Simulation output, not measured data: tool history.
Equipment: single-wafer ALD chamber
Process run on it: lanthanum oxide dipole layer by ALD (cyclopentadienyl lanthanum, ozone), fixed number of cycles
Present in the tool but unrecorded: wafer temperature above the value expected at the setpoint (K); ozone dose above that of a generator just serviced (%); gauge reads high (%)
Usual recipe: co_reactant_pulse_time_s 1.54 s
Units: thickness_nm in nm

run   hour  co_reactant_pulse_time_s  wafers since the last listed run  hours since the last thermocouple change  hours since the last ozone generator service  hours since the showerhead was replaced  hours since the gauge calibration  read-back reference wafer on the same gauge, thickness_nm  thickness_nm
  1      0                      1.54                                 0                                    2015.9                                        1528.7                                   3139.4                              291.2                                                      0.426         0.482
  2   28.8                      1.54                               284                                    2044.7                                        1557.5                                   3168.2                                320                                                      0.428         0.482
  3   58.5                      1.54                               293                                    2074.4                                        1587.2                                   3197.9                              349.7                                                      0.427         0.485
  4   91.5                      1.54                               325                                    2107.4                                        1620.2                                   3230.9                              382.7                                                      0.427         0.484
  5  106.6                      1.54                               149                                    2122.5                                        1635.3                                     3246                              397.8                                                      0.427         0.482
  6  137.6                      1.99                               305                                    2153.5                                        1666.3                                     3277                              428.8                                                      0.427          0.52
  7  167.9                      2.01                               299                                    2183.8                                        1696.6                                   3307.3                              459.1                                                      0.427         0.518
  8  188.4                      2.01                               202                                    2204.3                                        1717.1                                   3327.8                              479.6                                                      0.427         0.515
  9  200.5                      1.54                               119                                    2216.4                                        1729.2                                   3339.9                              491.7                                                      0.427         0.479
       205  -- gauge calibrated
 10  213.7                      1.54                               130                                    2229.6                                        1742.4                                   3353.1                                8.7                                                      0.427          0.48
     233.9  -- thermocouple changed; heater temperature recalibrated
 11  249.4                      1.54                               273                                      15.5                                        1778.1                                   3388.8                               44.4                                                      0.428         0.472
 12  279.7                      1.06                               299                                      45.8                                        1808.4                                   3419.1                               74.7                                                      0.427         0.372
 13  306.6                      2.02                               265                                      72.7                                        1835.3                                     3446                              101.6                                                      0.426         0.519
 14  336.6                      1.99                               296                                     102.7                                        1865.3                                     3476                              131.6                                                      0.427         0.516
 15  357.2                      1.54                               203                                     123.3                                        1885.9                                   3496.6                              152.2                                                      0.427         0.469
 16  369.8                      1.75                               124                                     135.9                                        1898.5                                   3509.2                              164.8                                                      0.426         0.497
 17  403.7                      1.34                               334                                     169.8                                        1932.4                                   3543.1                              198.7                                                      0.428         0.435
     431.9  -- showerhead replaced
 18  438.4                      0.94                               263                                     204.5                                        1967.1                                      6.5                              233.4                                                      0.427         0.319
 19  450.5                      1.54                               119                                     216.6                                        1979.2                                     18.6                              245.5                                                      0.427         0.467
 20  483.1                      1.35                               321                                     249.2                                        2011.8                                     51.2                              278.1                                                      0.427         0.431
     520.7  -- ozone generator serviced
 21  557.4                      1.54                               654                                     323.5                                          36.7                                    125.5                              352.4                                                      0.427         0.523
 22  578.9                      1.54                               212                                       345                                          58.2                                      147                              373.9                                                      0.427         0.528
 23  608.2                      2.09                               289                                     374.3                                          87.5                                    176.3                              403.2                                                      0.426         0.544
 24  636.2                      1.32                               276                                     402.3                                         115.5                                    204.3                              431.2                                                      0.427         0.504
     662.1  -- gauge calibrated
 25  666.2                      2.12                               296                                     432.3                                         145.5                                    234.3                                4.1                                                      0.428         0.546

Below are 5 alternative next runs, each starting from the tool's condition after run 25. Predict each:
  A  666.6                      1.29                                 3                                     432.7                                         145.9                                    234.7                                4.5                                                          ?             ?
  B  666.6                      1.31                                 3                                     432.7                                         145.9                                    234.7                                4.5                                                          ?             ?
  C  666.6                      1.81                                 3                                     432.7                                         145.9                                    234.7                                4.5                                                          ?             ?
  D  666.6                      1.13                                 3                                     432.7                                         145.9                                    234.7                                4.5                                                          ?             ?
  E  666.6                      1.03                                 3                                     432.7                                         145.9                                    234.7                                4.5                                                          ?             ?

run  read-back reference wafer on the same gauge, thickness_nm  thickness_nm
  A                                                      0.428         0.492
  B                                                      0.428         0.495
  C                                                      0.428         0.533
  D                                                      0.428         0.463
  E                                                      0.428         0.437
What these runs would have given with no unlogged condition in the tool:
run  thickness_nm
  A         0.496
  B         0.499
  C         0.535
  D         0.468
  E         0.443
